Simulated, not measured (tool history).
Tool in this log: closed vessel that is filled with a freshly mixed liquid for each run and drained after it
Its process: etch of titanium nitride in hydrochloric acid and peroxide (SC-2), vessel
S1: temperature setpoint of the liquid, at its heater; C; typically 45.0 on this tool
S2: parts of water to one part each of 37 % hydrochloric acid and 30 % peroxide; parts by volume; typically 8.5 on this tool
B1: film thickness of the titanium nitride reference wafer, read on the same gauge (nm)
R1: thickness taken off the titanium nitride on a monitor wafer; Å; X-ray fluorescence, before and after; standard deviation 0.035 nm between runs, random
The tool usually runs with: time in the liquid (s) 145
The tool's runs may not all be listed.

Run 1, hour 0.0: usual settings but S2 6.5 parts by volume; B1 71.635. Result: R1 53.45 Å.
Run 2, hour 63.8: usual settings but time in the liquid (s) 110; B1 71.795. Result: R1 32.08 Å.
Run 3, hour 111.0: usual settings but time in the liquid (s) 110; B1 71.874. Result: R1 32.04 Å.
Run 4, hour 343.9: usual settings but S2 10.5 parts by volume; B1 72.438. Result: R1 35.69 Å.
Run 5, hour 431.7: usual settings but S2 10.5 parts by volume; B1 72.643. Result: R1 35.91 Å.
Run 6, hour 478.7: usual settings but S2 7.5 parts by volume; B1 72.757. Result: R1 47.82 Å.
Run 7, hour 528.5: usual settings but S2 7.5 parts by volume; B1 72.855. Result: R1 48.16 Å.
Run 8, hour 572.5: usual settings but time in the liquid (s) 205; B1 72.991. Result: R1 61.64 Å.
Run 9, hour 644.7: usual settings but time in the liquid (s) 205; B1 73.143. Result: R1 61.36 Å.
Run 10, hour 735.7: usual settings but time in the liquid (s) 205; B1 73.365. Result: R1 61.87 Å.
Run 11, hour 776.3: usual settings; B1 69.826. Result: R1 41.74 Å.
Run 12, hour 839.1: usual settings but S1 42.0 C, S2 12.5 parts by volume, time in the liquid (s) 95; B1 70.007. Result: R1 15.97 Å.
Run 13, hour 922.2: usual settings but S1 49.5 C, S2 4.5 parts by volume, time in the liquid (s) 200; B1 70.193. Result: R1 127.17 Å.
Run 14, hour 967.4: usual settings but S1 42.0 C, S2 10.5 parts by volume, time in the liquid (s) 220; B1 70.319. Result: R1 43.36 Å.
Run 15, hour 1010.8: usual settings but time in the liquid (s) 190; B1 70.389. Result: R1 54.72 Å.
Run 16, hour 1060.5: usual settings but S1 37.0 C, time in the liquid (s) 115; B1 70.518. Result: R1 19.32 Å.
Run 17, hour 1141.6: usual settings but S1 54.0 C, S2 5.0 parts by volume, time in the liquid (s) 75; B1 70.741. Result: R1 60.03 Å.
Run 18, hour 1194.1: usual settings; B1 70.841. Result: R1 42.29 Å.
Run 19, hour 1267.9: usual settings but S2 9.5 parts by volume; B1 70.997. Result: R1 38.63 Å.
Run 20, hour 1347.2: usual settings but S1 36.0 C, S2 10.0 parts by volume; B1 71.192. Result: R1 19.34 Å.
Run 21, hour 1388.6: usual settings but S1 36.5 C; B1 71.320. Result: R1 22.78 Å.
Run 22, hour 1442.8: usual settings but time in the liquid (s) 190; B1 71.429. Result: R1 55.12 Å.
Run 23, hour 1546.7: usual settings but S2 6.0 parts by volume, time in the liquid (s) 170; B1 71.672. Result: R1 65.43 Å.

Put back what was entered between runs (6 entries, withheld): which listed runs does each sit between, and how does the hidden state differ from the listed run before to the listed run after?
Runs 1 to 2: thermometer replaced (hour 6.9)
  gauge reads high (%): 2.33 -> 2.54
  measured result minus the result with no hidden state, R1: +1.22 -> +0.79 Å
Runs 5 to 6: chemicals flow meter replaced (hour 473.7)
  gauge reads high (%): 3.77 -> 3.93
  measured result minus the result with no hidden state, R1: +1.31 -> +1.81 Å
Runs 8 to 9: thermometer replaced (hour 638.8)
  gauge reads high (%): 4.25 -> 4.49
  measured result minus the result with no hidden state, R1: +2.51 -> +2.64 Å
Runs 10 to 11: gauge calibrated (hour 747.0)
  gauge reads high (%): 4.79 -> -0.202
  measured result minus the result with no hidden state, R1: +2.83 -> -0.08 Å
Runs 16 to 17: new drum of peroxide connected (hour 1139.6); thermometer replaced (hour 1141.1)
  gauge reads high (%): 0.75 -> 1.02
  measured result minus the result with no hidden state, R1: +0.15 -> +0.61 Å
